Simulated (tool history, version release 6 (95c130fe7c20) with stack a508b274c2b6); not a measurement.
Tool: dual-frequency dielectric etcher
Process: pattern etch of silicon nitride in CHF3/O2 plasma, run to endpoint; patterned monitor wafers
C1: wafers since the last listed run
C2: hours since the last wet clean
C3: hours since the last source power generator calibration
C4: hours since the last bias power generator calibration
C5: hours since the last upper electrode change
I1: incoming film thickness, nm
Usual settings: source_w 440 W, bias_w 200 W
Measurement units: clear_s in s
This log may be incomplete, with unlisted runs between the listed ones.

{"run": 1, "hour": 0.0, "source_w": 440, "bias_w": 182, "C1": 0, "C2": 450.2, "C3": 2291.3, "C4": 2204.8, "C5": 2992.8, "I1": 82.5, "clear_s": 59.9}
{"run": 2, "hour": 45.5, "source_w": 440, "bias_w": 182, "C1": 334, "C2": 495.7, "C3": 2336.8, "C4": 2250.3, "C5": 3038.3, "I1": 81.6, "clear_s": 58.9}
{"hour": 108.5, "done": "wet clean of the chamber"}
{"run": 3, "hour": 150.8, "source_w": 440, "bias_w": 200, "C1": 597, "C2": 42.3, "C3": 2442.1, "C4": 2355.6, "C5": 3143.6, "I1": 82.2, "clear_s": 57.6}
{"run": 4, "hour": 215.7, "source_w": 440, "bias_w": 200, "C1": 476, "C2": 107.2, "C3": 2507, "C4": 2420.5, "C5": 3208.5, "I1": 81.7, "clear_s": 57}
{"run": 5, "hour": 272.6, "source_w": 440, "bias_w": 200, "C1": 417, "C2": 164.1, "C3": 2563.9, "C4": 2477.4, "C5": 3265.4, "I1": 81.4, "clear_s": 56.8}
{"run": 6, "hour": 364.4, "source_w": 440, "bias_w": 200, "C1": 674, "C2": 255.9, "C3": 2655.7, "C4": 2569.2, "C5": 3357.2, "I1": 80.8, "clear_s": 56.2}
{"run": 7, "hour": 471.7, "source_w": 440, "bias_w": 229, "C1": 788, "C2": 363.2, "C3": 2763, "C4": 2676.5, "C5": 3464.5, "I1": 82, "clear_s": 52.9}
{"run": 8, "hour": 574.3, "source_w": 440, "bias_w": 229, "C1": 753, "C2": 465.8, "C3": 2865.6, "C4": 2779.1, "C5": 3567.1, "I1": 82, "clear_s": 52.8}
{"hour": 602.8, "done": "wet clean of the chamber"}
{"hour": 626.1, "done": "upper electrode replaced"}
{"run": 9, "hour": 626.6, "source_w": 440, "bias_w": 200, "C1": 36, "C2": 23.8, "C3": 2917.9, "C4": 2831.4, "C5": 0.5, "I1": 81, "clear_s": 56.7}
{"run": 10, "hour": 690.5, "source_w": 440, "bias_w": 200, "C1": 469, "C2": 87.7, "C3": 2981.8, "C4": 2895.3, "C5": 64.4, "I1": 82, "clear_s": 57.7}
{"run": 11, "hour": 758.1, "source_w": 440, "bias_w": 200, "C1": 496, "C2": 155.3, "C3": 3049.4, "C4": 2962.9, "C5": 132, "I1": 81.5, "clear_s": 57}
{"run": 12, "hour": 855.2, "source_w": 370, "bias_w": 218, "C1": 713, "C2": 252.4, "C3": 3146.5, "C4": 3060, "C5": 229.1, "I1": 82.4, "clear_s": 58.6}
{"run": 13, "hour": 947.3, "source_w": 400, "bias_w": 167, "C1": 676, "C2": 344.5, "C3": 3238.6, "C4": 3152.1, "C5": 321.2, "I1": 80.8, "clear_s": 63.8}
{"run": 14, "hour": 984.9, "source_w": 440, "bias_w": 200, "C1": 276, "C2": 382.1, "C3": 3276.2, "C4": 3189.7, "C5": 358.8, "I1": 81.3, "clear_s": 55.9}
{"run": 15, "hour": 1046.7, "source_w": 500, "bias_w": 200, "C1": 453, "C2": 443.9, "C3": 3338, "C4": 3251.5, "C5": 420.6, "I1": 81.7, "clear_s": 53.6}
{"hour": 1113.0, "done": "wet clean of the chamber"}
{"hour": 1133.3, "done": "bias power generator calibrated"}
{"run": 16, "hour": 1133.9, "source_w": 540, "bias_w": 179, "C1": 434, "C2": 20.9, "C3": 3425.2, "C4": 0.6, "C5": 507.8, "I1": 81.7, "clear_s": 55.7}
{"run": 17, "hour": 1184.5, "source_w": 360, "bias_w": 171, "C1": 371, "C2": 71.5, "C3": 3475.8, "C4": 51.2, "C5": 558.4, "I1": 81, "clear_s": 67.5}
{"hour": 1225.9, "done": "source power generator calibrated"}
{"run": 18, "hour": 1246.3, "source_w": 340, "bias_w": 230, "C1": 424, "C2": 133.3, "C3": 20.4, "C4": 113, "C5": 620.2, "I1": 81.9, "clear_s": 59.1}
{"run": 19, "hour": 1351.8, "source_w": 440, "bias_w": 200, "C1": 774, "C2": 238.8, "C3": 125.9, "C4": 218.5, "C5": 725.7, "I1": 82.3, "clear_s": 57.1}
{"run": 20, "hour": 1444.8, "source_w": 540, "bias_w": 224, "C1": 683, "C2": 331.8, "C3": 218.9, "C4": 311.5, "C5": 818.7, "I1": 80.8, "clear_s": 48.4}
{"run": 21, "hour": 1483.3, "source_w": 350, "bias_w": 225, "C1": 282, "C2": 370.3, "C3": 257.4, "C4": 350, "C5": 857.2, "I1": 81.4, "clear_s": 58}
{"run": 22, "hour": 1580.6, "source_w": 440, "bias_w": 200, "C1": 714, "C2": 467.6, "C3": 354.7, "C4": 447.3, "C5": 954.5, "I1": 81, "clear_s": 55.7}

Below are 5 alternative next runs, each starting from the tool's condition after run 22. Predict each:
{"run": "A", "hour": 1581.0, "source_w": 440, "bias_w": 200, "C1": 2, "C2": 468, "C3": 355.1, "C4": 447.7, "C5": 954.9, "I1": 80.6, "clear_s": "?"}
{"run": "B", "hour": 1581.0, "source_w": 440, "bias_w": 241, "C1": 2, "C2": 468, "C3": 355.1, "C4": 447.7, "C5": 954.9, "I1": 80.6, "clear_s": "?"}
{"run": "C", "hour": 1581.0, "source_w": 400, "bias_w": 183, "C1": 2, "C2": 468, "C3": 355.1, "C4": 447.7, "C5": 954.9, "I1": 80.6, "clear_s": "?"}
{"run": "D", "hour": 1581.0, "source_w": 330, "bias_w": 200, "C1": 2, "C2": 468, "C3": 355.1, "C4": 447.7, "C5": 954.9, "I1": 80.6, "clear_s": "?"}
{"run": "E", "hour": 1581.0, "source_w": 540, "bias_w": 239, "C1": 2, "C2": 468, "C3": 355.1, "C4": 447.7, "C5": 954.9, "I1": 80.6, "clear_s": "?"}

run=A clear_s=55
run=B clear_s=49.9
run=C clear_s=60
run=D clear_s=61.9
run=E clear_s=46.2
Stripped of hidden state, with their random variation kept, the same runs would have yielded:
run=A clear_s=56.3
run=B clear_s=51.1
run=C clear_s=61.4
run=D clear_s=63.3
run=E clear_s=47.3

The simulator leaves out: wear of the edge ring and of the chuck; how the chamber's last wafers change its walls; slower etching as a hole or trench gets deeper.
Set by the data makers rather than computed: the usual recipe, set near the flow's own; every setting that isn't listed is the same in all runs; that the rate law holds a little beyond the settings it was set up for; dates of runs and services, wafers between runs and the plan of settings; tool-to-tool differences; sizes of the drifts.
